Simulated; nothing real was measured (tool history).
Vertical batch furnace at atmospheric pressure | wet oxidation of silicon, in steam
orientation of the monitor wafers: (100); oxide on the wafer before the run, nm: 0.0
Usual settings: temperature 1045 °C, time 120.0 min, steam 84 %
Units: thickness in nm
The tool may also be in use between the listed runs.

| run | hour | temperature | time | steam | wafers since the last listed run | hours since the last temperature calibration | hours since the steam generator was serviced | hours since the gauge calibration | read-back reference wafer on the same gauge, thickness | thickness |
|---|---|---|---|---|---|---|---|---|---|---|
| 1 | 0.0 | 1034 | 159.0 | 84 | 0 | 1460.2 | 1834.7 | 631.3 | 673.60 | 867.47 |
| 2 | 27.0 | 1034 | 159.0 | 84 | 361 | 1487.2 | 1861.7 | 658.3 | 672.44 | 865.41 |
| 3 | 49.9 | 1045 | 120.0 | 84 | 306 | 1510.1 | 1884.6 | 681.2 | 673.32 | 771.03 |
| 4 | 74.4 | 1045 | 120.0 | 84 | 328 | 1534.6 | 1909.1 | 705.7 | 672.34 | 771.22 |
| 5 | 99.3 | 1045 | 120.0 | 84 | 333 | 1559.5 | 1934.0 | 730.6 | 672.91 | 771.94 |
| 6 | 115.5 | 1045 | 120.0 | 84 | 217 | 1575.7 | 1950.2 | 746.8 | 673.38 | 772.47 |
| 7 | 131.8 | 1045 | 120.0 | 84 | 218 | 1592.0 | 1966.5 | 763.1 | 672.84 | 770.88 |
| 8 | 148.6 | 1051 | 120.0 | 84 | 225 | 1608.8 | 1983.3 | 779.9 | 672.82 | 791.39 |
| 9 | 159.2 | 1051 | 120.0 | 84 | 141 | 1619.4 | 1993.9 | 790.5 | 673.05 | 791.39 |
| 10 | 185.8 | 1051 | 120.0 | 84 | 356 | 1646.0 | 2020.5 | 817.1 | 672.94 | 793.16 |
| 11 | 212.5 | 1045 | 152.5 | 84 | 357 | 1672.7 | 2047.2 | 843.8 | 672.00 | 888.19 |
| 12 | 222.1 | 1045 | 152.5 | 84 | 128 | 1682.3 | 2056.8 | 853.4 | 672.49 | 884.59 |
| 13 | 244.6 | 1045 | 152.5 | 84 | 301 | 1704.8 | 2079.3 | 875.9 | 672.85 | 890.70 |
|  | 286.0 | steam generator serviced |
| 14 | 286.5 | 1061 | 120.0 | 84 | 239 | 1746.7 | 0.5 | 917.8 | 673.29 | 829.06 |
| 15 | 338.3 | 1028 | 168.0 | 88 | 693 | 1798.5 | 52.3 | 969.6 | 673.21 | 896.53 |
|  | 359.4 | gauge calibrated |
| 16 | 362.7 | 1027 | 93.5 | 95 | 326 | 1822.9 | 76.7 | 3.3 | 673.26 | 655.31 |
| 17 | 381.0 | 1045 | 120.0 | 84 | 245 | 1841.2 | 95.0 | 21.6 | 672.93 | 773.46 |
| 18 | 404.4 | 1045 | 120.0 | 84 | 313 | 1864.6 | 118.4 | 45.0 | 673.51 | 776.42 |
| 19 | 414.3 | 1031 | 120.0 | 84 | 132 | 1874.5 | 128.3 | 54.9 | 673.01 | 720.99 |
| 20 | 441.2 | 1035 | 147.5 | 90 | 360 | 1901.4 | 155.2 | 81.8 | 672.67 | 866.33 |
| 21 | 464.2 | 1045 | 88.0 | 80 | 308 | 1924.4 | 178.2 | 104.8 | 672.50 | 627.98 |
| 22 | 487.4 | 1038 | 157.0 | 73 | 310 | 1947.6 | 201.4 | 128.0 | 673.19 | 807.41 |
|  | 522.6 | thermocouples replaced and temperature profile calibrated |
| 23 | 523.1 | 1037 | 69.0 | 96 | 156 | 0.5 | 237.1 | 163.7 | 673.25 | 563.70 |
| 24 | 529.6 | 1038 | 157.0 | 73 | 87 | 7.0 | 243.6 | 170.2 | 672.56 | 787.28 |
| 25 | 536.3 | 1045 | 176.5 | 84 | 89 | 13.7 | 250.3 | 176.9 | 672.51 | 940.27 |
| 26 | 554.5 | 1063 | 90.0 | 84 | 243 | 31.9 | 268.5 | 195.1 | 673.20 | 695.66 |
| 27 | 573.6 | 1036 | 120.0 | 93 | 255 | 51.0 | 287.6 | 214.2 | 672.66 | 771.93 |
| 28 | 587.4 | 1065 | 120.0 | 81 | 184 | 64.8 | 301.4 | 228.0 | 672.87 | 808.61 |
| 29 | 614.1 | 1067 | 155.5 | 78 | 357 | 91.5 | 328.1 | 254.7 | 673.45 | 923.25 |
| 30 | 630.3 | 1024 | 136.0 | 78 | 217 | 107.7 | 344.3 | 270.9 | 672.76 | 703.60 |

Run 31 comes next. What will it give?
| 31 | 648.7 | 1045 | 164.0 | 84 | 246 | 126.1 | 362.7 | 289.3 | ? | ? |

Run 31 gave read-back reference wafer on the same gauge, thickness 673.36, thickness 911.50 nm.
Without the tool's hidden state the same run would have given thickness 906.43 nm.

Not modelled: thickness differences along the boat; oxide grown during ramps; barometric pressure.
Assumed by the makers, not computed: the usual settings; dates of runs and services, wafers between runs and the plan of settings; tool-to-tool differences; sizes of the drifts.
